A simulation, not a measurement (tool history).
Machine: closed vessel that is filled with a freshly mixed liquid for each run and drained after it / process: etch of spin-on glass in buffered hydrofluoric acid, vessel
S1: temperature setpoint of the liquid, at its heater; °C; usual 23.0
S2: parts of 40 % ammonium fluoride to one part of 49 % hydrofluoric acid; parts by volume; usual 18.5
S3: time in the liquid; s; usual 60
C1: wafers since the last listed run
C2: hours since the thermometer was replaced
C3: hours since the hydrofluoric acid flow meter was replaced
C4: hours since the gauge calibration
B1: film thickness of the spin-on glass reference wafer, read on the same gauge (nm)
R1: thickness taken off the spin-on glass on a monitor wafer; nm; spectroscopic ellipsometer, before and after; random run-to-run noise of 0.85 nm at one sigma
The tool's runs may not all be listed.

| run | day | S1 | S2 | S3 | C1 | C2 | C3 | C4 | B1 | R1 |
|---|---|---|---|---|---|---|---|---|---|---|
| 1 | 0.000 | 21.5 | 18.5 | 60 | 0 | 1665.5 | 314.3 | 1670.1 | 130.02 | 98.07 |
| 2 | 1.608 | 21.5 | 18.5 | 60 | 3437 | 1704.1 | 352.9 | 1708.7 | 129.98 | 99.41 |
| 3 | 4.412 | 23.0 | 18.5 | 60 | 5992 | 1771.4 | 420.2 | 1776.0 | 130.03 | 107.62 |
| 4 | 6.546 | 23.0 | 18.5 | 60 | 4559 | 1822.6 | 471.4 | 1827.2 | 130.01 | 106.25 |
|  | 10.129 | thermometer replaced |
| 5 | 12.975 | 23.0 | 18.5 | 60 | 13651 | 68.3 | 625.7 | 1981.5 | 130.02 | 112.11 |
| 6 | 14.533 | 21.0 | 18.5 | 60 | 3330 | 105.7 | 663.1 | 2018.9 | 130.00 | 101.06 |
| 7 | 16.675 | 21.0 | 18.5 | 60 | 4577 | 157.1 | 714.5 | 2070.3 | 130.02 | 99.35 |
| 8 | 19.521 | 23.0 | 12.5 | 60 | 6081 | 225.4 | 782.8 | 2138.6 | 129.97 | 164.47 |
| 9 | 22.021 | 23.0 | 12.5 | 60 | 5342 | 285.4 | 842.8 | 2198.6 | 130.02 | 161.52 |
| 10 | 23.233 | 23.0 | 13.0 | 60 | 2591 | 314.5 | 871.9 | 2227.7 | 129.98 | 156.99 |
| 11 | 24.267 | 23.0 | 18.5 | 60 | 2208 | 339.3 | 896.7 | 2252.5 | 130.00 | 110.51 |
|  | 26.138 | hydrofluoric acid flow meter replaced |
| 12 | 26.358 | 25.0 | 18.5 | 60 | 4381 | 389.5 | 5.3 | 2302.7 | 130.01 | 124.73 |
| 13 | 28.329 | 18.5 | 13.5 | 60 | 4211 | 436.8 | 52.6 | 2350.0 | 129.99 | 116.81 |
| 14 | 29.658 | 23.0 | 18.5 | 60 | 2840 | 468.7 | 84.5 | 2381.9 | 130.01 | 111.43 |
| 15 | 35.367 | 26.0 | 13.0 | 30 | 12199 | 605.7 | 221.5 | 2518.9 | 130.00 | 91.45 |
| 16 | 37.538 | 18.5 | 24.0 | 60 | 4639 | 657.8 | 273.6 | 2571.0 | 130.00 | 71.31 |
| 17 | 38.983 | 23.0 | 18.5 | 60 | 3089 | 692.5 | 308.3 | 2605.7 | 129.99 | 111.33 |
| 18 | 40.638 | 23.0 | 18.5 | 30 | 3535 | 732.2 | 348.0 | 2645.4 | 130.00 | 54.78 |
| 19 | 43.258 | 20.0 | 16.0 | 60 | 5601 | 795.1 | 410.9 | 2708.3 | 129.98 | 107.35 |
| 20 | 44.333 | 23.0 | 18.5 | 60 | 2297 | 820.9 | 436.7 | 2734.1 | 130.00 | 109.84 |
| 21 | 46.154 | 18.0 | 15.0 | 30 | 3891 | 864.6 | 480.4 | 2777.8 | 129.98 | 51.73 |
|  | 47.396 | gauge calibrated |
| 22 | 48.650 | 23.0 | 25.5 | 60 | 5333 | 924.5 | 540.3 | 30.1 | 129.99 | 85.93 |
| 23 | 50.721 | 23.0 | 15.0 | 90 | 4425 | 974.2 | 590.0 | 79.8 | 129.97 | 202.79 |
| 24 | 53.050 | 21.5 | 18.5 | 80 | 4977 | 1030.1 | 645.9 | 135.7 | 130.00 | 136.72 |
| 25 | 54.862 | 23.0 | 18.5 | 45 | 3873 | 1073.6 | 689.4 | 179.2 | 130.00 | 81.99 |
| 26 | 56.908 | 19.5 | 18.5 | 35 | 4372 | 1122.7 | 738.5 | 228.3 | 129.98 | 52.25 |
| 27 | 58.567 | 21.5 | 21.5 | 90 | 3544 | 1162.5 | 778.3 | 268.1 | 129.98 | 133.83 |
| 28 | 61.383 | 27.0 | 13.5 | 85 | 6019 | 1230.1 | 845.9 | 335.7 | 129.99 | 257.93 |
|  | 62.092 | hydrofluoric acid flow meter replaced |
| 29 | 63.512 | 28.0 | 12.0 | 80 | 4461 | 1281.2 | 34.1 | 386.8 | 130.01 | 289.02 |
| 30 | 65.946 | 26.5 | 22.0 | 30 | 5200 | 1339.6 | 92.5 | 445.2 | 129.99 | 57.93 |
| 31 | 67.150 | 23.0 | 22.0 | 60 | 2573 | 1368.5 | 121.4 | 474.1 | 129.99 | 94.62 |
| 32 | 68.167 | 26.5 | 23.5 | 35 | 2172 | 1392.9 | 145.8 | 498.5 | 130.01 | 63.37 |
| 33 | 71.117 | 23.0 | 18.5 | 85 | 6304 | 1463.7 | 216.6 | 569.3 | 130.02 | 152.75 |

Subtracting, for every run, the result it would have given without the tool's unlogged condition from the measured result gives the following. The same run-to-run variation enters both numbers; the gauge's scatter may not:
Hidden state present: liquid colder than its thermometer reads (K); hydrofluoric acid flow below the setpoint (%); gauge reads high (%).
| run | R1 |
|---|---|
| 1 | -5.22 |
| 2 | -5.41 |
| 3 | -5.98 |
| 4 | -6.09 |
| 5 | -0.62 |
| 6 | -0.68 |
| 7 | -0.84 |
| 8 | -1.63 |
| 9 | -1.88 |
| 10 | -1.91 |
| 11 | -1.41 |
| 12 | -1.77 |
| 13 | -1.87 |
| 14 | -1.86 |
| 15 | -1.79 |
| 16 | -1.60 |
| 17 | -2.54 |
| 18 | -1.29 |
| 19 | -2.75 |
| 20 | -2.89 |
| 21 | -1.46 |
| 22 | -2.50 |
| 23 | -6.12 |
| 24 | -4.41 |
| 25 | -2.71 |
| 26 | -1.83 |
| 27 | -4.79 |
| 28 | -9.44 |
| 29 | -10.82 |
| 30 | -2.30 |
| 31 | -3.89 |
| 32 | -2.59 |
| 33 | -6.72 |
